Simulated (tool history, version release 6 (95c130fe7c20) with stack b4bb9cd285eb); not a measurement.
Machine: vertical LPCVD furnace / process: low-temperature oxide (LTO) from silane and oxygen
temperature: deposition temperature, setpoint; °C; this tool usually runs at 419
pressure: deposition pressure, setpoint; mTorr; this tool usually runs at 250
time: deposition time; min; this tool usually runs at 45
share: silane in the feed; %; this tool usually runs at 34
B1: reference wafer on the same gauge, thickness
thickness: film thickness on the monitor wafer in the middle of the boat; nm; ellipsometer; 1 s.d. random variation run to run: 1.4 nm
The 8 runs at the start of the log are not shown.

run 9 hour=249 | temperature=419 pressure=250 time=45 share=34 | B1=489.73 | thickness=454.58
run 10 hour=263.5 | temperature=419 pressure=250 time=37.5 share=32 | B1=490.03 | thickness=346.96
-- hour=296.4 silane flow controller replaced
run 11 hour=296.9 | temperature=419 pressure=235 time=30.5 share=36 | B1=489.88 | thickness=324.97
run 12 hour=317.5 | temperature=409 pressure=310 time=45 share=34 | B1=489.51 | thickness=529.9
run 13 hour=340.3 | temperature=419 pressure=250 time=45 share=34 | B1=490.05 | thickness=476.4
run 14 hour=372.3 | temperature=419 pressure=285 time=45 share=37 | B1=490.1 | thickness=602.21
-- hour=425.6 pressure gauge zeroed
run 15 hour=426.1 | temperature=419 pressure=250 time=45 share=34 | B1=489.9 | thickness=473.93
run 16 hour=431.4 | temperature=419 pressure=305 time=54 share=34 | B1=489.57 | thickness=691.64
run 17 hour=464.2 | temperature=419 pressure=250 time=45 share=34 | B1=490 | thickness=473.9
run 18 hour=491.3 | temperature=430 pressure=280 time=33 share=28 | B1=490.37 | thickness=337
run 19 hour=505.2 | temperature=419 pressure=250 time=45 share=34 | B1=489.84 | thickness=472.16
-- hour=523.2 gauge calibrated
run 20 hour=534.6 | temperature=411 pressure=250 time=29 share=29 | B1=489.79 | thickness=223.58
run 21 hour=547.5 | temperature=419 pressure=250 time=45 share=34 | B1=489.96 | thickness=471.35
run 22 hour=571.5 | temperature=427 pressure=305 time=34 share=28 | B1=490.33 | thickness=362.54
run 23 hour=637.2 | temperature=419 pressure=250 time=45 share=34 | B1=489.83 | thickness=471.2
run 24 hour=654.8 | temperature=410 pressure=250 time=45 share=34 | B1=489.35 | thickness=430.84
run 25 hour=674.3 | temperature=426 pressure=280 time=45 share=34 | B1=490.28 | thickness=569.94
run 26 hour=701.3 | temperature=419 pressure=190 time=27.5 share=40 | B1=490.11 | thickness=266.26
run 27 hour=719 | temperature=419 pressure=250 time=45 share=34 | B1=489.6 | thickness=471.33
run 28 hour=749.5 | temperature=419 pressure=200 time=45 share=32 | B1=489.9 | thickness=348.35
run 29 hour=783.8 | temperature=419 pressure=250 time=45 share=34 | B1=489.85 | thickness=470.49
run 30 hour=819.2 | temperature=430 pressure=270 time=49.5 share=39 | B1=490.14 | thickness=739.45
run 31 hour=841.2 | temperature=412 pressure=250 time=45 share=40 | B1=490.19 | thickness=535.65
run 32 hour=865.2 | temperature=419 pressure=270 time=45 share=34 | B1=489.7 | thickness=506.08

Predict each of these 3 candidate next runs independently; none follows another, all start after run 32:
run A hour=869 | temperature=419 pressure=250 time=45 share=34 | B1=? | thickness=?
run B hour=869 | temperature=431 pressure=250 time=45 share=34 | B1=? | thickness=?
run C hour=869 | temperature=425 pressure=250 time=45 share=34 | B1=? | thickness=?

run=A B1=490.17 thickness=469.66
run=B B1=490.17 thickness=532.94
run=C B1=490.17 thickness=500.66
Without the tool's unlogged condition, the same runs would have read:
run=A thickness=476.81
run=B thickness=540.84
run=C thickness=508.18
